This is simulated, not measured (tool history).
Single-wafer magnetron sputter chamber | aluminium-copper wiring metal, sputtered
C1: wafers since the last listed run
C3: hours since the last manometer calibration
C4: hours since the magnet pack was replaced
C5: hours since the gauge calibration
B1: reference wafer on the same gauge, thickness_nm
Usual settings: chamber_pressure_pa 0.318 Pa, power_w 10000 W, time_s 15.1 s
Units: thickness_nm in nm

{"run": 1, "hour": 0.0, "chamber_pressure_pa": 0.318, "power_w": 10000, "time_s": 15.1, "C1": 0, "wafers on the sputter target": 1699, "C3": 2151.5, "C4": 7318.3, "C5": 21.4, "B1": 240.077, "thickness_nm": 279.387}
{"run": 2, "hour": 54.1, "chamber_pressure_pa": 0.318, "power_w": 10000, "time_s": 15.1, "C1": 1304, "wafers on the sputter target": 3003, "C3": 2205.6, "C4": 7372.4, "C5": 75.5, "B1": 239.897, "thickness_nm": 278.186}
{"run": 3, "hour": 67.0, "chamber_pressure_pa": 0.318, "power_w": 10000, "time_s": 15.1, "C1": 311, "wafers on the sputter target": 3314, "C3": 2218.5, "C4": 7385.3, "C5": 88.4, "B1": 240.03, "thickness_nm": 278.19}
{"run": 4, "hour": 81.8, "chamber_pressure_pa": 0.318, "power_w": 10000, "time_s": 15.1, "C1": 356, "wafers on the sputter target": 3671, "C3": 2233.3, "C4": 7400.1, "C5": 103.2, "B1": 240.057, "thickness_nm": 278.76}
{"run": 5, "hour": 104.3, "chamber_pressure_pa": 0.318, "power_w": 10000, "time_s": 15.1, "C1": 542, "wafers on the sputter target": 4214, "C3": 2255.8, "C4": 7422.6, "C5": 125.7, "B1": 239.981, "thickness_nm": 277.853}
{"hour": 139.7, "done": "magnet pack replaced"}
{"run": 6, "hour": 140.2, "chamber_pressure_pa": 0.318, "power_w": 10000, "time_s": 15.1, "C1": 672, "wafers on the sputter target": 4886, "C3": 2291.7, "C4": 0.5, "C5": 161.6, "B1": 240.04, "thickness_nm": 276.206}
{"hour": 154.8, "done": "sputter target and shields replaced"}
{"run": 7, "hour": 171.8, "chamber_pressure_pa": 0.318, "power_w": 10000, "time_s": 15.1, "C1": 569, "wafers on the sputter target": 409, "C3": 2323.3, "C4": 32.1, "C5": 193.2, "B1": 239.949, "thickness_nm": 279.114}
{"hour": 195.5, "done": "gauge calibrated"}
{"run": 8, "hour": 207.3, "chamber_pressure_pa": 0.318, "power_w": 10000, "time_s": 15.1, "C1": 856, "wafers on the sputter target": 1265, "C3": 2358.8, "C4": 67.6, "C5": 11.8, "B1": 240.035, "thickness_nm": 279.441}
{"run": 9, "hour": 227.0, "chamber_pressure_pa": 0.318, "power_w": 10000, "time_s": 13.8, "C1": 475, "wafers on the sputter target": 1741, "C3": 2378.5, "C4": 87.3, "C5": 31.5, "B1": 239.956, "thickness_nm": 256.112}
{"run": 10, "hour": 246.2, "chamber_pressure_pa": 0.318, "power_w": 10000, "time_s": 15.1, "C1": 462, "wafers on the sputter target": 2203, "C3": 2397.7, "C4": 106.5, "C5": 50.7, "B1": 239.885, "thickness_nm": 279.516}
{"run": 11, "hour": 272.9, "chamber_pressure_pa": 0.248, "power_w": 7950, "time_s": 13.8, "C1": 643, "wafers on the sputter target": 2847, "C3": 2424.4, "C4": 133.2, "C5": 77.4, "B1": 240.147, "thickness_nm": 207.455}
{"run": 12, "hour": 307.7, "chamber_pressure_pa": 0.318, "power_w": 10000, "time_s": 15.1, "C1": 839, "wafers on the sputter target": 3686, "C3": 2459.2, "C4": 168.0, "C5": 112.2, "B1": 239.975, "thickness_nm": 278.217}
{"run": 13, "hour": 333.7, "chamber_pressure_pa": 0.318, "power_w": 10950, "time_s": 13.3, "C1": 626, "wafers on the sputter target": 4313, "C3": 2485.2, "C4": 194.0, "C5": 138.2, "B1": 240.029, "thickness_nm": 267.892}
{"hour": 347.9, "done": "capacitance manometer re-zeroed and calibrated"}
{"hour": 358.3, "done": "sputter target and shields replaced"}
{"run": 14, "hour": 363.9, "chamber_pressure_pa": 0.357, "power_w": 7550, "time_s": 17.9, "C1": 342, "wafers on the sputter target": 134, "C3": 16.0, "C4": 224.2, "C5": 168.4, "B1": 240.047, "thickness_nm": 247.815}
{"run": 15, "hour": 407.5, "chamber_pressure_pa": 0.318, "power_w": 10000, "time_s": 15.1, "C1": 1051, "wafers on the sputter target": 1185, "C3": 59.6, "C4": 267.8, "C5": 212.0, "B1": 240.045, "thickness_nm": 280.121}
{"run": 16, "hour": 442.2, "chamber_pressure_pa": 0.318, "power_w": 10000, "time_s": 12.3, "C1": 836, "wafers on the sputter target": 2022, "C3": 94.3, "C4": 302.5, "C5": 246.7, "B1": 240.004, "thickness_nm": 227.213}

3 ways to go on from here, each from the tool as it stands after run 16. What would each give?
{"run": "A", "hour": 442.6, "chamber_pressure_pa": 0.318, "power_w": 10000, "time_s": 15.1, "C1": 9, "wafers on the sputter target": 2032, "C3": 94.7, "C4": 302.9, "C5": 247.1, "B1": "?", "thickness_nm": "?"}
{"run": "B", "hour": 442.6, "chamber_pressure_pa": 0.382, "power_w": 10000, "time_s": 14.0, "C1": 9, "wafers on the sputter target": 2032, "C3": 94.7, "C4": 302.9, "C5": 247.1, "B1": "?", "thickness_nm": "?"}
{"run": "C", "hour": 442.6, "chamber_pressure_pa": 0.366, "power_w": 10000, "time_s": 17.1, "C1": 9, "wafers on the sputter target": 2032, "C3": 94.7, "C4": 302.9, "C5": 247.1, "B1": "?", "thickness_nm": "?"}

run=A B1=239.924 thickness_nm=279.721
run=B B1=239.924 thickness_nm=253.857
run=C B1=239.924 thickness_nm=311.725
Without the tool's hidden state the same runs would have given:
run=A thickness_nm=280.384
run=B thickness_nm=254.458
run=C thickness_nm=312.464

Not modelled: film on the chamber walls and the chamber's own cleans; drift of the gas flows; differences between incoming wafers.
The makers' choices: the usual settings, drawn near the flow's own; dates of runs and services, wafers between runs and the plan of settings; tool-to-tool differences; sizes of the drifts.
